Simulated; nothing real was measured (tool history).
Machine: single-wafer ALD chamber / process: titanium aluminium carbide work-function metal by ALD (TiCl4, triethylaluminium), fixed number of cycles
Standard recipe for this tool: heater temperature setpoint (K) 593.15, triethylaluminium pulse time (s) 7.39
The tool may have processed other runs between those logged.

run    hour  heater temperature setpoint (K)  triethylaluminium pulse time (s)  wafers since the last listed run  hours since the last thermocouple change  hours since the last triethylaluminium bottle change  hours since the showerhead was replaced  hours since the gauge calibration  read-back reference wafer on the same gauge, thickness_nm  mean film thickness on the monitor wafer (nm)
  1     0.0                           593.15                              7.39                                 0                                     598.9                                                 429.0                                   4198.2                              337.2                                                      2.131                                          2.011
  2    79.4                           593.15                              7.39                              1255                                     678.3                                                 508.4                                   4277.6                              416.6                                                      2.133                                          2.025
  3   128.2                           593.15                              7.39                               771                                     727.1                                                 557.2                                   4326.4                              465.4                                                      2.127                                          1.995
  4   204.7                           593.15                              7.39                              1209                                     803.6                                                 633.7                                   4402.9                              541.9                                                      2.129                                          2.000
  5   290.4                           600.15                              7.39                              1354                                     889.3                                                 719.4                                   4488.6                              627.6                                                      2.131                                          2.054
  6   361.7                           600.15                              7.39                              1127                                     960.6                                                 790.7                                   4559.9                              698.9                                                      2.129                                          2.061
  7   417.6                           593.15                              7.39                               883                                    1016.5                                                 846.6                                   4615.8                              754.8                                                      2.126                                          2.010
  8   475.3                           593.15                              7.39                               912                                    1074.2                                                 904.3                                   4673.5                              812.5                                                      2.129                                          1.997
  9   523.6                           593.15                              7.39                               763                                    1122.5                                                 952.6                                   4721.8                              860.8                                                      2.131                                          2.007
      576.8  -- gauge calibrated
 10   612.4                           586.15                              7.39                              1403                                    1211.3                                                1041.4                                   4810.6                               35.6                                                      2.131                                          1.957
 11   658.6                           586.15                              7.39                               730                                    1257.5                                                1087.6                                   4856.8                               81.8                                                      2.128                                          1.929
      709.6  -- showerhead replaced
 12   748.4                           593.15                              7.39                              1293                                    1347.3                                                1177.4                                     38.8                              171.6                                                      2.128                                          2.004
 13   970.0                           585.15                              8.19                              3502                                    1568.9                                                1399.0                                    260.4                              393.2                                                      2.130                                          1.952
 14  1055.5                           597.15                              9.38                              1351                                    1654.4                                                1484.5                                    345.9                              478.7                                                      2.126                                          2.090
 15  1110.1                           593.15                              7.39                               863                                    1709.0                                                1539.1                                    400.5                              533.3                                                      2.130                                          1.998
     1150.7  -- thermocouple changed; heater temperature recalibrated
 16  1206.9                           593.15                              7.39                              1403                                      56.2                                                1635.9                                    497.3                              630.1                                                      2.132                                          2.016
 17  1282.6                           584.15                              5.45                              1196                                     131.9                                                1711.6                                    573.0                              705.8                                                      2.131                                          1.847
     1393.2  -- triethylaluminium bottle replaced
 18  1393.7                           593.15                              7.39                              1629                                     243.0                                                   0.5                                    684.1                              816.9                                                      2.130                                          2.016
 19  1423.0                           606.15                              7.39                               463                                     272.3                                                  29.8                                    713.4                              846.2                                                      2.133                                          2.108
     1432.1  -- gauge calibrated
 20  1479.1                           607.15                              8.89                               886                                     328.4                                                  85.9                                    769.5                               47.0                                                      2.127                                          2.173
 21  1545.6                           602.15                              5.95                              1051                                     394.9                                                 152.4                                    836.0                              113.5                                                      2.127                                          2.029
 22  1608.8                           586.15                              5.32                               999                                     458.1                                                 215.6                                    899.2                              176.7                                                      2.131                                          1.872
 23  1688.1                           579.15                              7.39                              1253                                     537.4                                                 294.9                                    978.5                              256.0                                                      2.129                                          1.891
 24  1728.5                           593.15                              7.39                               638                                     577.8                                                 335.3                                   1018.9                              296.4                                                      2.129                                          2.004
 25  1817.1                           601.15                             10.07                              1400                                     666.4                                                 423.9                                   1107.5                              385.0                                                      2.130                                          2.157

Below are 4 alternative next runs, each starting from the tool's condition after run 25. Predict each:
  A  1817.5                           601.15                              7.39                                 6                                     666.8                                                 424.3                                   1107.9                              385.4                                                          ?                                              ?
  B  1817.5                           587.15                              8.53                                 6                                     666.8                                                 424.3                                   1107.9                              385.4                                                          ?                                              ?
  C  1817.5                           580.15                              9.50                                 6                                     666.8                                                 424.3                                   1107.9                              385.4                                                          ?                                              ?
  D  1817.5                           607.15                              5.94                                 6                                     666.8                                                 424.3                                   1107.9                              385.4                                                          ?                                              ?

run  read-back reference wafer on the same gauge, thickness_nm  mean film thickness on the monitor wafer (nm)
  A                                                      2.129                                          2.080
  B                                                      2.129                                          1.994
  C                                                      2.129                                          1.957
  D                                                      2.129                                          2.066
With no hidden state in the tool, these same runs would have given:
run  mean film thickness on the monitor wafer (nm)
  A                                          2.080
  B                                          1.994
  C                                          1.957
  D                                          2.066
